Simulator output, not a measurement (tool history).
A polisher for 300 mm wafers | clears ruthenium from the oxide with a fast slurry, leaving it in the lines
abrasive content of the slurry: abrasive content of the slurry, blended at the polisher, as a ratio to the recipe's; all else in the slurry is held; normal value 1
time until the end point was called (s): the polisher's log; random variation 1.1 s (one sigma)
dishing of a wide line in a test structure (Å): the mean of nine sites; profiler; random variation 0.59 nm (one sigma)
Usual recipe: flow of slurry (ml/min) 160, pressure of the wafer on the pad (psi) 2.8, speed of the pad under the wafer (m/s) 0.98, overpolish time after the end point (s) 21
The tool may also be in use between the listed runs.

run   hour  flow of slurry (ml/min)  pressure of the wafer on the pad (psi)  speed of the pad under the wafer (m/s)  abrasive content of the slurry  overpolish time after the end point (s)  wafers since the last listed run  wafers polished on this pad  hours since the slurry nozzle was cleaned  hours since the head pressure was calibrated  hours since the slurry blender was calibrated  incoming thickness of the incoming film, nm  time until the end point was called (s)  dishing of a wide line in a test structure (Å)
  1      0                      160                                     2.8                                    0.74                               1                                       21                                 0                          814                                      367.3                                         805.9                                           91.7                                        217.7                                     98.1                                             349
  2   19.3                      160                                     2.8                                    0.74                               1                                       21                               230                         1044                                      386.6                                         825.2                                            111                                        220.7                                       99                                             345
      40.4  -- slurry blender recalibrated
  3   40.9                      160                                     2.8                                    0.98                               1                                       21                               233                         1278                                      408.2                                         846.8                                            0.5                                          224                                     80.3                                             411
      64.4  -- worn pad replaced by a new one
  4   66.9                      160                                     2.8                                    0.98                               1                                       21                               262                           29                                      434.2                                         872.8                                           26.5                                        220.9                                     73.4                                             438
  5     82                      160                                     2.8                                    0.98                               1                                       21                               180                          209                                      449.3                                         887.9                                           41.6                                        221.7                                     75.3                                             426
  6  107.3                      160                                     2.8                                    0.98                               1                                       21                               301                          511                                      474.6                                         913.2                                           66.9                                        215.7                                     75.3                                             420
  7  134.3                      160                                     2.8                                    0.98                               1                                       21                               322                          833                                      501.6                                         940.2                                           93.9                                        218.9                                     78.3                                             404
  8  165.2                      160                                     2.8                                    0.98                               1                                       21                               368                         1202                                      532.5                                         971.1                                          124.8                                        216.2                                     78.3                                             400
     185.8  -- slurry blender recalibrated
     189.6  -- worn pad replaced by a new one
  9  190.1                      160                                     2.8                                    0.98                            0.95                                       21                               227                            6                                      557.4                                           996                                            4.3                                        219.3                                     71.7                                             443
 10  213.6                      135                                     2.8                                    0.98                               1                                       27                               280                          286                                      580.9                                        1019.5                                           27.8                                        220.3                                     78.1                                             494
 11  244.3                      160                                     2.8                                    0.98                               1                                       21                               366                          653                                      611.6                                        1050.2                                           58.5                                        218.6                                     78.2                                             417
 12  270.9                      160                                     2.8                                    0.98                               1                                       21                               317                          970                                      638.2                                        1076.8                                           85.1                                        224.1                                     80.1                                             405
 13  289.2                      160                                     2.3                                    0.98                               1                                       21                               218                         1188                                      656.5                                        1095.1                                          103.4                                        223.2                                     98.7                                             354
     310.8  -- head pressure recalibrated
     315.1  -- worn pad replaced by a new one, of another model than before
 14  315.6                      160                                     2.3                                    0.98                               1                                       21                               243                            6                                      682.9                                           4.8                                          129.8                                        217.5                                     79.9                                             428
 15  327.5                      160                                     2.8                                    0.98                               1                                       21                               142                          148                                      694.8                                          16.7                                          141.7                                        216.2                                     70.9                                             447
 16  342.7                      160                                     2.4                                    0.98                               1                                       27                               181                          329                                        710                                          31.9                                          156.9                                        220.5                                       82                                             473
     356.1  -- slurry blender recalibrated
 17  357.8                      160                                     2.8                                    0.98                               1                                       21                               156                          485                                      725.1                                            47                                            1.7                                        223.2                                     76.2                                             417
 18  389.9                      160                                     2.8                                    0.98                               1                                       21                               383                          868                                      757.2                                          79.1                                           33.8                                        221.5                                     78.6                                             425
 19  421.8                      140                                     3.1                                    0.98                               1                                       21                               380                         1249                                      789.1                                           111                                           65.7                                        222.4                                     74.9                                             419
 20  449.8                      185                                     2.8                                    0.98                               1                                       21                               334                         1583                                      817.1                                           139                                           93.7                                        217.9                                     78.4                                             420
     474.5  -- worn pad replaced by a new one
 21  480.5                      160                                     2.8                                    0.98                               1                                       21                               318                           71                                      847.8                                         169.7                                          124.4                                        218.3                                     70.7                                             439
 22  513.9                      160                                     2.8                                    0.98                             1.3                                       21                               398                          470                                      881.2                                         203.1                                          157.8                                          221                                       67                                             453
     525.7  -- slurry blender recalibrated
     526.3  -- slurry nozzle cleaned
 23  541.7                      160                                     2.8                                    0.98                               1                                       21                               301                          771                                       15.4                                         230.9                                             16                                        223.7                                     76.7                                             414
 24  574.1                      200                                     2.8                                    0.98                               1                                       17                               386                         1158                                       47.8                                         263.3                                           48.4                                          221                                     76.1                                             362
 25  596.2                      110                                     3.6                                    0.98                               1                                       10                               263                         1422                                       69.9                                         285.4                                           70.5                                        215.4                                     70.6                                             252
     607.9  -- worn pad replaced by a new one
 26  616.6                      160                                     2.1                                    0.98                               1                                        8                               195                          103                                       90.3                                         305.8                                           90.9                                        219.7                                     85.2                                             181
 27  638.8                      160                                     3.1                                    0.98                               1                                       21                               264                          368                                      112.5                                           328                                          113.1                                        222.9                                     73.8                                             450
 28  657.9                      160                                     2.8                                    0.98                             1.2                                       26                               227                          596                                      131.6                                         347.1                                          132.2                                        215.8                                     69.8                                             504
 29  685.3                      160                                     2.8                                    0.98                               1                                       21                               327                          923                                        159                                         374.5                                          159.6                                        223.1                                       80                                             409

3 options for the next run, each taken on its own from the tool as it stands now. Forecast them:
  A  685.7                      160                                     2.8                                    0.98                               1                                       21                                 4                          928                                      159.4                                         374.9                                            160                                        222.5                                        ?                                               ?
  B  685.7                      160                                     2.8                                    0.98                            1.25                                       17                                 4                          928                                      159.4                                         374.9                                            160                                        222.5                                        ?                                               ?
  C  685.7                      160                                     3.7                                    0.98                               1                                       21                                 4                          928                                      159.4                                         374.9                                            160                                        222.5                                        ?                                               ?

run  time until the end point was called (s)  dishing of a wide line in a test structure (Å)
  A                                     80.3                                             409
  B                                     73.9                                             373
  C                                     67.7                                             458
Stripped of hidden state, with their random variation kept, the same runs would have yielded:
run  time until the end point was called (s)  dishing of a wide line in a test structure (Å)
  A                                     70.4                                             447
  B                                     64.8                                             410
  C                                     59.4                                             497
